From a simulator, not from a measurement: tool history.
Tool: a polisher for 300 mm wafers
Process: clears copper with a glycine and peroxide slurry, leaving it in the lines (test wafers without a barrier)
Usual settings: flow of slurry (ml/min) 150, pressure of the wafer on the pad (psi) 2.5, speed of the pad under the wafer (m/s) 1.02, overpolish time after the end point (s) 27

run,hour,flow of slurry (ml/min),pressure of the wafer on the pad (psi),speed of the pad under the wafer (m/s),overpolish time after the end point (s),wafers since the last listed run,wafers polished on this pad,hours since the slurry nozzle was cleaned,hours since the head pressure was calibrated,"incoming thickness of the incoming film, nm",time until the end point was called (s),dishing of a wide line in a test structure (angstrom)
1,0.0,150,2.5,1.02,27,0,58,584.8,579.8,417.1,82.1,445
2,76.7,150,2.5,1.02,27,748,806,661.5,656.5,418.1,81.1,442
# hour 91.1: slurry nozzle cleaned
# hour 120.7: head pressure recalibrated
3,146.4,150,2.5,1.02,27,650,1457,55.3,25.7,418.4,87.3,453
4,193.8,110,2.5,0.84,27,462,1920,102.7,73.1,415.9,104.3,425
# hour 259.3: worn pad replaced by a new one, of another model than before
5,259.8,110,2.5,0.84,27,605,4,168.7,139.1,417.1,106.6,435
6,313.4,150,2.5,1.02,22,523,527,222.3,192.7,411.5,82.9,426
7,353.6,150,2.5,1.02,22,392,919,262.5,232.9,418.7,83.1,424
8,394.7,150,2.5,0.80,27,401,1320,303.6,274.0,418.2,95.1,453
9,441.0,150,2.5,0.80,27,451,1772,349.9,320.3,419.2,95.8,449
# hour 486.6: worn pad replaced by a new one
10,511.5,150,2.0,1.02,27,648,243,420.4,390.8,412.8,95.0,453
11,551.1,150,2.0,1.02,27,386,629,460.0,430.4,420.5,94.7,439
12,607.1,185,2.5,1.30,27,546,1176,516.0,486.4,416.1,66.9,455
13,669.8,125,3.0,1.02,27,611,1788,578.7,549.1,413.7,76.2,439
14,713.0,105,2.5,0.84,27,421,2209,621.9,592.3,410.6,101.9,431
# hour 728.0: worn pad replaced by a new one
15,745.1,110,2.1,1.12,22,274,167,654.0,624.4,409.2,90.9,388
# hour 765.1: slurry nozzle cleaned
16,814.4,150,2.5,0.92,27,666,833,49.3,693.7,416.3,86.1,459
# hour 824.3: head pressure recalibrated
17,860.1,180,2.1,1.02,36,426,1260,95.0,35.8,413.9,93.5,483
18,916.3,120,2.5,1.02,27,548,1808,151.2,92.0,423.3,92.4,441
19,958.0,150,2.5,0.76,27,406,2215,192.9,133.7,415.4,97.4,436
# hour 1023.9: worn pad replaced by a new one
20,1024.2,170,2.7,0.80,11,606,3,259.1,199.9,410.6,87.3,286
21,1057.6,150,2.5,1.02,27,325,329,292.5,233.3,416.9,86.1,443
22,1235.9,150,2.5,1.02,27,1739,2069,470.8,411.6,408.8,82.2,451
23,1286.7,150,2.5,0.68,17,495,2564,521.6,462.4,412.2,102.0,348

3 ways to go on from here, each from the tool as it stands after run 23. What would each give?
A,1287.2,150,2.5,1.02,27,4,2569,522.1,462.9,409.4,?,?
B,1287.2,130,1.9,1.02,43,4,2569,522.1,462.9,409.4,?,?
C,1287.2,150,2.5,0.76,38,4,2569,522.1,462.9,409.4,?,?

run,time until the end point was called (s),dishing of a wide line in a test structure (angstrom)
A,84.7,452
B,101.1,488
C,99.5,486
Without the tool's hidden state the same runs would have given:
run,time until the end point was called (s),dishing of a wide line in a test structure (angstrom)
A,89.6,447
B,106.8,486
C,105.1,483
